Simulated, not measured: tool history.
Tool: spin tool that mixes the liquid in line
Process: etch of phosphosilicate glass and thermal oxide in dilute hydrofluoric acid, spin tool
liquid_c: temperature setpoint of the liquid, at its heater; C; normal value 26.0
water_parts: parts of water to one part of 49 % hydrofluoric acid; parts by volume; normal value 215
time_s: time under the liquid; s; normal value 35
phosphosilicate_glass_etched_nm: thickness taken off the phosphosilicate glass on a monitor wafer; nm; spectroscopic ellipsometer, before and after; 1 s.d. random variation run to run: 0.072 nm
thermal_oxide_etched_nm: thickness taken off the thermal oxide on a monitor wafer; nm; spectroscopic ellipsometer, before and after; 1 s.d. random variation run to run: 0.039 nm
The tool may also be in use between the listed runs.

run,hour,liquid_c,water_parts,time_s,"read-back film thickness of the phosphosilicate glass reference wafer, read on the same gauge (nm)","read-back film thickness of the thermal oxide reference wafer, read on the same gauge (nm)",phosphosilicate_glass_etched_nm,thermal_oxide_etched_nm
1,0.0,26.0,215,35,139.97,59.982,13.34,0.758
2,28.6,26.0,215,35,140.00,60.012,13.32,0.724
3,101.9,26.0,215,35,140.01,60.019,13.33,0.731
4,131.3,22.0,120,20,140.01,59.987,13.10,0.728
5,158.0,23.5,255,30,140.04,59.977,8.46,0.507
6,196.3,29.5,215,35,140.01,59.968,15.15,0.858
# hour 209.1: gauge calibrated
7,250.2,26.0,215,35,140.00,59.999,13.40,0.756
8,299.2,26.0,215,35,139.98,60.004,13.41,0.712
9,334.7,30.0,295,50,140.00,59.960,14.79,0.815
10,395.0,30.0,295,25,140.02,59.973,7.29,0.376
11,429.6,26.0,315,35,139.97,60.021,8.19,0.428
12,495.9,28.0,215,20,139.99,59.971,8.22,0.448
13,541.1,30.5,320,20,139.99,60.028,5.30,0.288
# hour 563.8: thermometer replaced
14,585.8,30.0,290,50,140.03,60.013,14.99,0.784
15,613.0,26.0,215,35,139.96,60.039,13.45,0.706
16,763.3,26.0,215,20,140.00,59.969,7.65,0.425
17,816.2,29.5,305,20,140.04,60.024,5.51,0.310
18,876.1,27.5,155,25,139.99,60.001,14.98,0.912
19,907.6,21.5,155,30,139.99,60.046,14.38,0.728
20,945.3,26.0,215,35,140.04,59.978,13.35,0.781
21,970.3,26.0,215,45,140.01,60.031,17.09,0.943
22,1149.6,24.0,215,25,140.04,60.026,8.90,0.486
23,1193.3,26.0,215,35,140.00,60.015,13.38,0.785
24,1269.4,22.5,215,35,139.97,59.995,11.73,0.614
# hour 1282.7: thermometer replaced
25,1312.5,26.0,215,25,140.00,59.982,9.60,0.540
26,1341.6,29.0,255,55,139.99,59.990,18.79,1.016

4 options for the next run, each taken on its own from the tool as it stands now. Forecast them:
A,1342.0,26.0,150,35,?,?,?,?
B,1342.0,27.5,215,35,?,?,?,?
C,1342.0,22.5,280,45,?,?,?,?
D,1342.0,28.0,165,50,?,?,?,?

run,"read-back film thickness of the phosphosilicate glass reference wafer, read on the same gauge (nm)","read-back film thickness of the thermal oxide reference wafer, read on the same gauge (nm)",phosphosilicate_glass_etched_nm,thermal_oxide_etched_nm
A,140.03,60.008,20.50,1.118
B,140.03,60.008,14.00,0.764
C,140.03,60.008,10.82,0.590
D,140.03,60.008,28.15,1.535
The same runs, with their run-to-run variation unchanged, on a tool lacking any hidden condition would have given:
run,phosphosilicate_glass_etched_nm,thermal_oxide_etched_nm
A,20.50,1.118
B,14.00,0.764
C,10.82,0.590
D,28.15,1.535

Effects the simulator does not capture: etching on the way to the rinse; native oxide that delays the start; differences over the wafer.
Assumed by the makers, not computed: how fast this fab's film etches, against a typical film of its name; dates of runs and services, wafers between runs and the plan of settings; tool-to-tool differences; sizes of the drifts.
